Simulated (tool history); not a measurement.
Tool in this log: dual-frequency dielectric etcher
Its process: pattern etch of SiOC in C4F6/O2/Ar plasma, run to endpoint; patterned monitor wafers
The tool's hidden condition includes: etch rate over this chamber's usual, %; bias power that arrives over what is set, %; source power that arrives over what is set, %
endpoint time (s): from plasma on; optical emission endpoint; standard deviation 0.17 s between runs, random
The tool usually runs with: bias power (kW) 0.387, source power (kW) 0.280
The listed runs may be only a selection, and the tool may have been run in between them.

run	day	bias power (kW)	source power (kW)	wafers since the last listed run	hours since the last wet clean	hours since the last bias power generator calibration	hours since the last source power generator calibration	hours since the last upper electrode change	incoming incoming film thickness, nm	endpoint time (s)
1	0.000	0.387	0.280	0	456.4	1273.6	1348.9	1973.4	42.91	19.0
2	1.475	0.387	0.280	402	491.8	1309.0	1384.3	2008.8	43.14	19.8
3	2.567	0.387	0.280	297	518.0	1335.2	1410.5	2035.0	43.46	19.7
4	3.858	0.409	0.280	352	549.0	1366.2	1441.5	2066.0	42.08	18.7
5	4.829	0.409	0.280	264	572.3	1389.5	1464.8	2089.3	42.99	19.2
6	5.988	0.418	0.330	315	600.1	1417.3	1492.6	2117.1	43.40	17.8
7	6.896	0.387	0.310	247	621.9	1439.1	1514.4	2138.9	43.14	18.6
# day 8.292: wet clean of the chamber
8	8.312	0.387	0.310	113	0.5	1473.1	1548.4	2172.9	42.50	18.4
9	9.221	0.326	0.230	247	22.3	1494.9	1570.2	2194.7	42.36	21.8
# day 10.671: upper electrode replaced
10	10.692	0.387	0.280	128	57.6	1530.2	1605.5	0.5	43.23	19.6
11	11.067	0.387	0.260	102	66.6	1539.2	1614.5	9.5	42.31	19.8
# day 11.421: bias power generator calibrated
# day 12.329: source power generator calibrated
12	12.396	0.387	0.280	271	98.5	23.4	1.6	41.4	43.20	19.4
13	13.425	0.387	0.210	280	123.2	48.1	26.3	66.1	43.04	22.3
14	13.962	0.302	0.280	146	136.1	61.0	39.2	79.0	43.01	20.9

The next listed run, before its measurement:
15	14.517	0.313	0.310	151	149.4	74.3	52.5	92.3	43.13	?

Run 15 yielded endpoint time (s) 19.4.
Were there no unlogged condition in the tool, this run, its random variation unchanged, would have produced endpoint time (s) 19.4.
